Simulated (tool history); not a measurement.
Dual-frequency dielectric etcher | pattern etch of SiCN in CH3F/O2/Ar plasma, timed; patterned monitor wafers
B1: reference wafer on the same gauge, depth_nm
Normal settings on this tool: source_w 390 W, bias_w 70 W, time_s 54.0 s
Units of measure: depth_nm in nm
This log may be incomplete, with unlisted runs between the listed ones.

{"run": 1, "day": 0.0, "source_w": 390, "bias_w": 70, "time_s": 54.0, "B1": 17.89, "depth_nm": 18.72}
{"run": 2, "day": 1.538, "source_w": 390, "bias_w": 70, "time_s": 54.0, "B1": 17.92, "depth_nm": 18.57}
{"run": 3, "day": 5.329, "source_w": 460, "bias_w": 84, "time_s": 54.0, "B1": 17.9, "depth_nm": 21.89}
{"run": 4, "day": 6.75, "source_w": 460, "bias_w": 84, "time_s": 54.0, "B1": 17.87, "depth_nm": 21.83}
{"run": 5, "day": 9.671, "source_w": 460, "bias_w": 84, "time_s": 54.0, "B1": 17.91, "depth_nm": 21.73}
{"run": 6, "day": 11.833, "source_w": 390, "bias_w": 70, "time_s": 54.0, "B1": 17.92, "depth_nm": 18.99}
{"run": 7, "day": 13.983, "source_w": 390, "bias_w": 70, "time_s": 54.0, "B1": 17.87, "depth_nm": 18.92}
{"run": 8, "day": 15.625, "source_w": 390, "bias_w": 70, "time_s": 54.0, "B1": 17.88, "depth_nm": 18.88}
{"run": 9, "day": 18.417, "source_w": 350, "bias_w": 59, "time_s": 39.5, "B1": 17.9, "depth_nm": 12.35}
{"run": 10, "day": 21.146, "source_w": 450, "bias_w": 62, "time_s": 46.0, "B1": 17.9, "depth_nm": 15.31}
{"run": 11, "day": 22.212, "source_w": 390, "bias_w": 70, "time_s": 54.0, "B1": 17.9, "depth_nm": 18.66}
{"run": 12, "day": 24.404, "source_w": 460, "bias_w": 59, "time_s": 54.0, "B1": 17.9, "depth_nm": 18.36}
{"run": 13, "day": 25.117, "source_w": 390, "bias_w": 70, "time_s": 54.0, "B1": 17.89, "depth_nm": 19.35}
{"run": 14, "day": 26.425, "source_w": 390, "bias_w": 70, "time_s": 64.5, "B1": 17.89, "depth_nm": 22.88}
{"run": 15, "day": 28.146, "source_w": 480, "bias_w": 87, "time_s": 54.0, "B1": 17.88, "depth_nm": 21.81}
{"run": 16, "day": 30.767, "source_w": 330, "bias_w": 70, "time_s": 54.0, "B1": 17.9, "depth_nm": 18.3}

Not shown: 6 entries that the log had between the listed runs. Between which runs, and how does the tool's hidden state differ before and after?
Runs 2 to 3: wet clean of the chamber (day 5.308)
  etch rate over this chamber's usual, %: -3.37 -> 0.673
  measured value less the no-hidden-state value, depth_nm: -0.65 -> +0.14 nm
Runs 6 to 7: source power generator calibrated (day 13.329)
  etch rate over this chamber's usual, %: -1.03 -> -1.6
  measured value less the no-hidden-state value, depth_nm: -0.20 -> -0.31 nm
Runs 8 to 9: bias power generator calibrated (day 16.475)
  etch rate over this chamber's usual, %: -2.03 -> -2.76
  measured value less the no-hidden-state value, depth_nm: -0.39 -> -0.35 nm
Runs 9 to 10: upper electrode replaced (day 20.108)
  etch rate over this chamber's usual, %: -2.76 -> -3.47
  measured value less the no-hidden-state value, depth_nm: -0.35 -> -0.55 nm
Runs 11 to 12: gauge calibrated (day 23.812); wet clean of the chamber (day 24.383)
  etch rate over this chamber's usual, %: -3.75 -> 0.075
  measured value less the no-hidden-state value, depth_nm: -0.73 -> +0.01 nm
